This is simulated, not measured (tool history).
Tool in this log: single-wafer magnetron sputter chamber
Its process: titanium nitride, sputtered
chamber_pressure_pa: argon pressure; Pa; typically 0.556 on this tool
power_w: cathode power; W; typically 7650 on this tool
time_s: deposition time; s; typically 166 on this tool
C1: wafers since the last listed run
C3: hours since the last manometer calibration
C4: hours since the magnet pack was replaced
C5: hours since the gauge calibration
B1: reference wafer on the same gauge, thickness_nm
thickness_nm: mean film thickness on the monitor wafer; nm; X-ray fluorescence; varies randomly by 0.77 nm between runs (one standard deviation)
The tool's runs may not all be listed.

Run 1, hour 0: usual settings but chamber_pressure_pa 0.497 Pa, power_w 9150 W; C1 0; wafers on the sputter target 6482; C3 1181.1; C4 6362.7; C5 994.5; B1 243.674. Result: thickness_nm 249.73 nm.
Run 2, hour 13.2: usual settings; C1 96; wafers on the sputter target 6579; C3 1194.3; C4 6375.9; C5 1007.7; B1 244.215. Result: thickness_nm 210.095 nm.
Run 3, hour 59.6: usual settings; C1 339; wafers on the sputter target 6918; C3 1240.7; C4 6422.3; C5 1054.1; B1 243.874. Result: thickness_nm 211.847 nm.
Run 4, hour 86.5: usual settings; C1 196; wafers on the sputter target 7115; C3 1267.6; C4 6449.2; C5 1081; B1 243.865. Result: thickness_nm 210.223 nm.
Run 5, hour 105.7: usual settings; C1 140; wafers on the sputter target 7255; C3 1286.8; C4 6468.4; C5 1100.2; B1 244.04. Result: thickness_nm 209.942 nm.
At hour 119.1: capacitance manometer re-zeroed and calibrated.
Run 6, hour 135.1: usual settings; C1 156; wafers on the sputter target 7411; C3 16; C4 6497.8; C5 1129.6; B1 243.889. Result: thickness_nm 218.523 nm.
Run 7, hour 152.1: usual settings but chamber_pressure_pa 0.505 Pa, time_s 148 s; C1 124; wafers on the sputter target 7536; C3 33; C4 6514.8; C5 1146.6; B1 244.546. Result: thickness_nm 200.382 nm.
At hour 171.5: magnet pack replaced.
Run 8, hour 173.8: usual settings but chamber_pressure_pa 0.463 Pa, time_s 182 s; C1 100; wafers on the sputter target 7636; C3 54.7; C4 2.3; C5 1168.3; B1 244.055. Result: thickness_nm 253.267 nm.
Run 9, hour 216.3: usual settings; C1 310; wafers on the sputter target 7947; C3 97.2; C4 44.8; C5 1210.8; B1 243.936. Result: thickness_nm 219.213 nm.
Run 10, hour 250: usual settings; C1 246; wafers on the sputter target 8193; C3 130.9; C4 78.5; C5 1244.5; B1 244.065. Result: thickness_nm 218.614 nm.
Run 11, hour 280.2: usual settings but chamber_pressure_pa 0.459 Pa, power_w 9250 W, time_s 156 s; C1 220; wafers on the sputter target 8414; C3 161.1; C4 108.7; C5 1274.7; B1 243.956. Result: thickness_nm 249.301 nm.
Run 12, hour 309.3: usual settings; C1 212; wafers on the sputter target 8626; C3 190.2; C4 137.8; C5 1303.8; B1 243.989. Result: thickness_nm 217.81 nm.
Run 13, hour 342.7: usual settings but chamber_pressure_pa 0.459 Pa, power_w 9250 W, time_s 156 s; C1 244; wafers on the sputter target 8870; C3 223.6; C4 171.2; C5 1337.2; B1 244.024. Result: thickness_nm 247.444 nm.
Run 14, hour 363.3: usual settings; C1 150; wafers on the sputter target 9021; C3 244.2; C4 191.8; C5 1357.8; B1 243.831. Result: thickness_nm 218.802 nm.
Run 15, hour 377.9: usual settings but chamber_pressure_pa 0.359 Pa; C1 106; wafers on the sputter target 9128; C3 258.8; C4 206.4; C5 1372.4; B1 243.644. Result: thickness_nm 240.746 nm.
Run 16, hour 390.2: usual settings but power_w 8750 W; C1 89; wafers on the sputter target 9218; C3 271.1; C4 218.7; C5 1384.7; B1 244.082. Result: thickness_nm 240.354 nm.
At hour 406.7: gauge calibrated.
Run 17, hour 416.3: usual settings; C1 190; wafers on the sputter target 9408; C3 297.2; C4 244.8; C5 9.6; B1 244.039. Result: thickness_nm 217.926 nm.
At hour 436.3: capacitance manometer re-zeroed and calibrated, repeated, since the last time left the tool worse.
Run 18, hour 436.8: usual settings but power_w 7050 W, time_s 154 s; C1 91; wafers on the sputter target 9500; C3 0.5; C4 265.3; C5 30.1; B1 243.983. Result: thickness_nm 186.134 nm.
Run 19, hour 456.8: usual settings but chamber_pressure_pa 0.677 Pa, power_w 7150 W, time_s 181 s; C1 146; wafers on the sputter target 9646; C3 20.5; C4 285.3; C5 50.1; B1 244.502. Result: thickness_nm 208.427 nm.
At hour 479: sputter target and shields replaced.
Run 20, hour 485.6: usual settings but power_w 6700 W; C1 152; wafers on the sputter target 48; C3 49.3; C4 314.1; C5 78.9; B1 243.527. Result: thickness_nm 193.771 nm.
Run 21, hour 521.2: usual settings; C1 260; wafers on the sputter target 308; C3 84.9; C4 349.7; C5 114.5; B1 244.268. Result: thickness_nm 212.663 nm.
Run 22, hour 626.3: usual settings but chamber_pressure_pa 0.459 Pa, power_w 9250 W, time_s 156 s; C1 768; wafers on the sputter target 1077; C3 190; C4 454.8; C5 219.6; B1 243.894. Result: thickness_nm 245.053 nm.
Run 23, hour 718.9: usual settings; C1 676; wafers on the sputter target 1753; C3 282.6; C4 547.4; C5 312.2; B1 244.309. Result: thickness_nm 210.558 nm.
Run 24, hour 741.4: usual settings but chamber_pressure_pa 0.643 Pa, power_w 6950 W, time_s 193 s; C1 164; wafers on the sputter target 1918; C3 305.1; C4 569.9; C5 334.7; B1 243.936. Result: thickness_nm 218.57 nm.
Run 25, hour 759.3: usual settings but chamber_pressure_pa 0.463 Pa, time_s 182 s; C1 130; wafers on the sputter target 2049; C3 323; C4 587.8; C5 352.6; B1 243.717. Result: thickness_nm 245.267 nm.
Run 26, hour 794.4: usual settings but power_w 9350 W; C1 256; wafers on the sputter target 2305; C3 358.1; C4 622.9; C5 387.7; B1 244.001. Result: thickness_nm 248.271 nm.
Run 27, hour 812.8: usual settings but chamber_pressure_pa 0.407 Pa; C1 134; wafers on the sputter target 2440; C3 376.5; C4 641.3; C5 406.1; B1 244.06. Result: thickness_nm 231.577 nm.
Run 28, hour 833.1: usual settings; C1 148; wafers on the sputter target 2588; C3 396.8; C4 661.6; C5 426.4; B1 244.609. Result: thickness_nm 212.402 nm.
Run 29, hour 865.6: usual settings but time_s 140 s; C1 237; wafers on the sputter target 2826; C3 429.3; C4 694.1; C5 458.9; B1 243.386. Result: thickness_nm 178.56 nm.
Run 30, hour 894.2: usual settings but power_w 6100 W, time_s 151 s; C1 209; wafers on the sputter target 3035; C3 457.9; C4 722.7; C5 487.5; B1 244.226. Result: thickness_nm 162.656 nm.
Run 31, hour 925.2: usual settings but power_w 6650 W; C1 226; wafers on the sputter target 3261; C3 488.9; C4 753.7; C5 518.5; B1 244.039. Result: thickness_nm 190.399 nm.
Run 32, hour 942.8: usual settings but chamber_pressure_pa 0.772 Pa, time_s 150 s; C1 128; wafers on the sputter target 3390; C3 506.5; C4 771.3; C5 536.1; B1 243.698. Result: thickness_nm 169.568 nm.
Run 33, hour 972.5: usual settings but chamber_pressure_pa 0.463 Pa, time_s 182 s; C1 217; wafers on the sputter target 3607; C3 536.2; C4 801; C5 565.8; B1 244.085. Result: thickness_nm 245.105 nm.
Run 34, hour 1002.6: usual settings but power_w 8350 W; C1 220; wafers on the sputter target 3827; C3 566.3; C4 831.1; C5 595.9; B1 243.631. Result: thickness_nm 224.901 nm.
Run 35, hour 1020.6: usual settings; C1 131; wafers on the sputter target 3959; C3 584.3; C4 849.1; C5 613.9; B1 243.909. Result: thickness_nm 211.003 nm.

How would selected steps in thickness_nm from run to run divide? Give the signed amount a tool lacking its hidden state would still show from settings, what came in and random variation, and the signed amount left for the hidden state, including any gauge scatter that is not in both of the compared results.
Hidden conditions of the tool in this case: deposition rate above that of a new target (%); true argon pressure above the setpoint (%); gauge reads high (%).
Run 1 -> 2: chamber_pressure_pa 0.497 -> 0.556, power_w 9150 -> 7650. thickness_nm -39.635 nm: hidden state -0.031, all else -39.604.
Run 5 -> 6: capacitance manometer re-zeroed and calibrated. thickness_nm +8.581 nm: hidden state +9.152, all else -0.571.
Run 7 -> 8: chamber_pressure_pa 0.505 -> 0.463, time_s 148 -> 182, magnet pack replaced. thickness_nm +52.885 nm: hidden state +0.44, all else +52.445.
Run 15 -> 16: chamber_pressure_pa 0.359 -> 0.556, power_w 7650 -> 8750. thickness_nm -0.392 nm: hidden state +3.277, all else -3.669.
Run 17 -> 18: power_w 7650 -> 7050, time_s 166 -> 154, capacitance manometer re-zeroed and calibrated, repeated, since the last time left the tool worse. thickness_nm -31.792 nm: hidden state -4.984, all else -26.808.
Run 32 -> 33: chamber_pressure_pa 0.772 -> 0.463, time_s 150 -> 182. thickness_nm +75.537 nm: hidden state +0.226, all else +75.311.
